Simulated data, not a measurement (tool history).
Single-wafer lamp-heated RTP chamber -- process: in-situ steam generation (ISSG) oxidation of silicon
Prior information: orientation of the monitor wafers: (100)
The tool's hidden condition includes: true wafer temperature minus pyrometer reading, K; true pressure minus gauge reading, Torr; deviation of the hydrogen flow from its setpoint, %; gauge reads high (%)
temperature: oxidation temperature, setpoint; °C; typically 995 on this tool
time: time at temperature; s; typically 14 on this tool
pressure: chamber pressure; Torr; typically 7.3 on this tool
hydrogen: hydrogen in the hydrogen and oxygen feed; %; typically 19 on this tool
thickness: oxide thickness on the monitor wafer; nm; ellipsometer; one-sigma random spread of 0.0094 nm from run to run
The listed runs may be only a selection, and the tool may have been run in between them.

run,hour,temperature,time,pressure,hydrogen,wafers since the last listed run,wafers since the last pyrometer calibration,hours since the pressure gauge was zeroed,hours since the hydrogen flow controller was replaced,hours since the gauge calibration,"read-back reference wafer on the same gauge, thickness",thickness
1,0,995,14,8.5,15,0,2192,2731.8,2650.1,806.7,3.88,3.883
2,69.3,995,14,7.3,19,708,2900,2801.1,2719.4,876,3.879,4.109
# hour 105.6: pyrometer window cleaned and pyrometer calibrated
3,131.6,995,14,7.3,19,555,266,2863.4,2781.7,938.3,3.885,4.042
4,198.2,995,14,7.3,19,680,946,2930,2848.3,1004.9,3.879,4.101
5,252,995,14,7.3,19,549,1496,2983.8,2902.1,1058.7,3.883,4.092
6,308.9,995,14,7.3,19,581,2078,3040.7,2959,1115.6,3.88,4.095
7,336.8,995,14,7.3,19,285,2363,3068.6,2986.9,1143.5,3.881,4.1
8,390.2,995,14,7.3,19,545,2909,3122,3040.3,1196.9,3.88,4.11
# hour 434.6: pyrometer window cleaned and pyrometer calibrated
9,457.1,995,17,7.3,19,602,229,3188.9,3107.2,1263.8,3.88,4.434
# hour 467.4: gauge calibrated
10,512,995,17,7.3,19,561,790,3243.8,3162.1,44.6,3.88,4.463
11,541.4,995,17,7.3,19,300,1091,3273.2,3191.5,74,3.878,4.469
# hour 570.6: hydrogen flow controller replaced
12,572.8,980,14,7.3,19,239,1330,3304.6,2.2,105.4,3.877,3.904
13,601.6,995,14,7.3,19,294,1624,3333.4,31,134.2,3.883,4.122
14,658.1,995,14,7.3,19,577,2202,3389.9,87.5,190.7,3.881,4.136
15,697.4,995,14,8.2,19,401,2604,3429.2,126.8,230,3.881,4.136
16,757,1015,19,8.6,13,609,3213,3488.8,186.4,289.6,3.876,4.731
17,786.7,1006,14,7.3,19,303,3516,3518.5,216.1,319.3,3.877,4.296
18,811.7,995,14,7.3,19,255,3772,3543.5,241.1,344.3,3.879,4.142
# hour 821: pyrometer window cleaned and pyrometer calibrated
# hour 855.4: pressure gauge zeroed
19,881.9,1001,19,6.9,27,554,540,26.5,311.3,414.5,3.88,5.242
20,933.7,995,14,7.3,19,529,1069,78.3,363.1,466.3,3.878,4.09

What will run 21 give?
21,1014.6,995,9,7.3,13,826,1896,159.2,444,547.2,?,?

read-back reference wafer on the same gauge, thickness: 3.879
thickness: 3.082 nm
The same run, on a tool lacking any hidden state, would have yielded thickness 3.042 nm.
